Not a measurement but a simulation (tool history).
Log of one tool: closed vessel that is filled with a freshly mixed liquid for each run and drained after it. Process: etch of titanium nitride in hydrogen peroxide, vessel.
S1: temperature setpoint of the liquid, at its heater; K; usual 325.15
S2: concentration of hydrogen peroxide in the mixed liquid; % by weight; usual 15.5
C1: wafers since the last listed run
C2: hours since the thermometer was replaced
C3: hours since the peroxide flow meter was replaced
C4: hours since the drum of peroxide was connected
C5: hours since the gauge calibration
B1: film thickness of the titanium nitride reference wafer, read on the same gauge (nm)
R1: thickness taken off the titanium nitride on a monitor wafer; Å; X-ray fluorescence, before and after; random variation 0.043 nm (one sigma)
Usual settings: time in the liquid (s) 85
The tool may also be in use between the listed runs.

Run 1, hour 0.0: usual settings; C1 0; C2 2552.4; C3 865.7; C4 199.5; C5 387.7; B1 129.961. Result: R1 45.19 Å.
Run 2, hour 16.1: usual settings; C1 2211; C2 2568.5; C3 881.8; C4 215.6; C5 403.8; B1 130.028. Result: R1 44.50 Å.
Run 3, hour 24.2: usual settings; C1 1112; C2 2576.6; C3 889.9; C4 223.7; C5 411.9; B1 130.072. Result: R1 44.43 Å.
Run 4, hour 39.7: usual settings; C1 2129; C2 2592.1; C3 905.4; C4 239.2; C5 427.4; B1 129.952. Result: R1 44.30 Å.
Run 5, hour 51.2: usual settings; C1 1579; C2 2603.6; C3 916.9; C4 250.7; C5 438.9; B1 130.052. Result: R1 44.55 Å.
Run 6, hour 61.2: usual settings; C1 1373; C2 2613.6; C3 926.9; C4 260.7; C5 448.9; B1 130.004. Result: R1 44.87 Å.
Run 7, hour 76.4: usual settings; C1 2087; C2 2628.8; C3 942.1; C4 275.9; C5 464.1; B1 129.960. Result: R1 45.03 Å.
Run 8, hour 85.2: usual settings; C1 1208; C2 2637.6; C3 950.9; C4 284.7; C5 472.9; B1 130.037. Result: R1 43.89 Å.
At hour 90.1: peroxide flow meter replaced.
Run 9, hour 95.8: usual settings but S1 319.65 K, S2 12.0 % by weight, time in the liquid (s) 135; C1 1318; C2 2648.2; C3 5.7; C4 295.3; C5 483.5; B1 129.987. Result: R1 44.35 Å.
Run 10, hour 111.6: usual settings but S1 316.15 K, S2 17.5 % by weight, time in the liquid (s) 100; C1 2170; C2 2664.0; C3 21.5; C4 311.1; C5 499.3; B1 129.969. Result: R1 27.73 Å.
Run 11, hour 127.7: usual settings; C1 2211; C2 2680.1; C3 37.6; C4 327.2; C5 515.4; B1 130.017. Result: R1 44.80 Å.
Run 12, hour 140.0: usual settings; C1 1689; C2 2692.4; C3 49.9; C4 339.5; C5 527.7; B1 129.939. Result: R1 45.18 Å.
Run 13, hour 156.0: usual settings but S2 18.0 % by weight; C1 2197; C2 2708.4; C3 65.9; C4 355.5; C5 543.7; B1 130.014. Result: R1 46.69 Å.
Run 14, hour 168.3: usual settings but S2 12.5 % by weight, time in the liquid (s) 125; C1 1689; C2 2720.7; C3 78.2; C4 367.8; C5 556.0; B1 130.024. Result: R1 63.17 Å.
At hour 175.6: gauge calibrated.
Run 15, hour 178.8: usual settings; C1 1442; C2 2731.2; C3 88.7; C4 378.3; C5 3.2; B1 129.974. Result: R1 44.31 Å.
Run 16, hour 186.8: usual settings but S1 321.15 K, time in the liquid (s) 70; C1 1098; C2 2739.2; C3 96.7; C4 386.3; C5 11.2; B1 130.015. Result: R1 27.74 Å.
At hour 204.9: new drum of peroxide connected.
Run 17, hour 205.4: usual settings but S1 316.15 K, S2 17.5 % by weight, time in the liquid (s) 100; C1 2417; C2 2757.8; C3 115.3; C4 0.5; C5 29.8; B1 130.032. Result: R1 27.56 Å.
Run 18, hour 210.2: usual settings but S1 318.65 K; C1 659; C2 2762.6; C3 120.1; C4 5.3; C5 34.6; B1 129.992. Result: R1 27.28 Å.
Run 19, hour 250.3: usual settings but S1 330.65 K, S2 14.0 % by weight, time in the liquid (s) 125; C1 5508; C2 2802.7; C3 160.2; C4 45.4; C5 74.7; B1 130.029. Result: R1 94.06 Å.
At hour 252.1: thermometer replaced.
Run 20, hour 256.4: usual settings but S1 331.65 K; C1 700; C2 4.3; C3 166.3; C4 51.5; C5 80.8; B1 130.050. Result: R1 70.52 Å.
Run 21, hour 263.1: usual settings but S1 321.65 K, S2 17.0 % by weight; C1 920; C2 11.0; C3 173.0; C4 58.2; C5 87.5; B1 129.987. Result: R1 35.43 Å.
Run 22, hour 277.6: usual settings; C1 1991; C2 25.5; C3 187.5; C4 72.7; C5 102.0; B1 129.969. Result: R1 44.29 Å.
Run 23, hour 290.6: usual settings but time in the liquid (s) 120; C1 1785; C2 38.5; C3 200.5; C4 85.7; C5 115.0; B1 130.014. Result: R1 62.49 Å.
Run 24, hour 298.9: usual settings but S1 316.15 K, S2 19.5 % by weight, time in the liquid (s) 55; C1 1140; C2 46.8; C3 208.8; C4 94.0; C5 123.3; B1 129.984. Result: R1 15.42 Å.
Run 25, hour 315.3: usual settings; C1 2252; C2 63.2; C3 225.2; C4 110.4; C5 139.7; B1 129.959. Result: R1 44.45 Å.
Run 26, hour 323.1: usual settings but S1 317.15 K; C1 1071; C2 71.0; C3 233.0; C4 118.2; C5 147.5; B1 129.984. Result: R1 24.92 Å.
Run 27, hour 337.9: usual settings but S1 331.65 K, S2 13.5 % by weight, time in the liquid (s) 110; C1 2032; C2 85.8; C3 247.8; C4 133.0; C5 162.3; B1 129.995. Result: R1 88.76 Å.
Run 28, hour 351.2: usual settings but S2 17.0 % by weight; C1 1826; C2 99.1; C3 261.1; C4 146.3; C5 175.6; B1 129.975. Result: R1 45.16 Å.
Run 29, hour 365.9: usual settings; C1 2019; C2 113.8; C3 275.8; C4 161.0; C5 190.3; B1 130.010. Result: R1 43.93 Å.

4 ways to go on from here, each from the tool as it stands after run 29. What would each give?
Run A, hour 366.6: usual settings but S2 20.0 % by weight; C1 96; C2 114.5; C3 276.5; C4 161.7; C5 191.0; B1 ?. Result: R1 ?.
Run B, hour 366.6: usual settings but S1 320.15 K, S2 17.5 % by weight; C1 96; C2 114.5; C3 276.5; C4 161.7; C5 191.0; B1 ?. Result: R1 ?.
Run C, hour 366.6: usual settings but S1 316.65 K, S2 18.5 % by weight, time in the liquid (s) 45; C1 96; C2 114.5; C3 276.5; C4 161.7; C5 191.0; B1 ?. Result: R1 ?.
Run D, hour 366.6: usual settings but S2 19.5 % by weight, time in the liquid (s) 115; C1 96; C2 114.5; C3 276.5; C4 161.7; C5 191.0; B1 ?. Result: R1 ?.

run       B1     R1
  A  130.003  46.88
  B  130.003  31.72
  C  130.003  13.09
  D  130.003  63.08
Without the tool's hidden state the same runs would have given:
run     R1
  A  46.88
  B  31.72
  C  13.09
  D  63.08

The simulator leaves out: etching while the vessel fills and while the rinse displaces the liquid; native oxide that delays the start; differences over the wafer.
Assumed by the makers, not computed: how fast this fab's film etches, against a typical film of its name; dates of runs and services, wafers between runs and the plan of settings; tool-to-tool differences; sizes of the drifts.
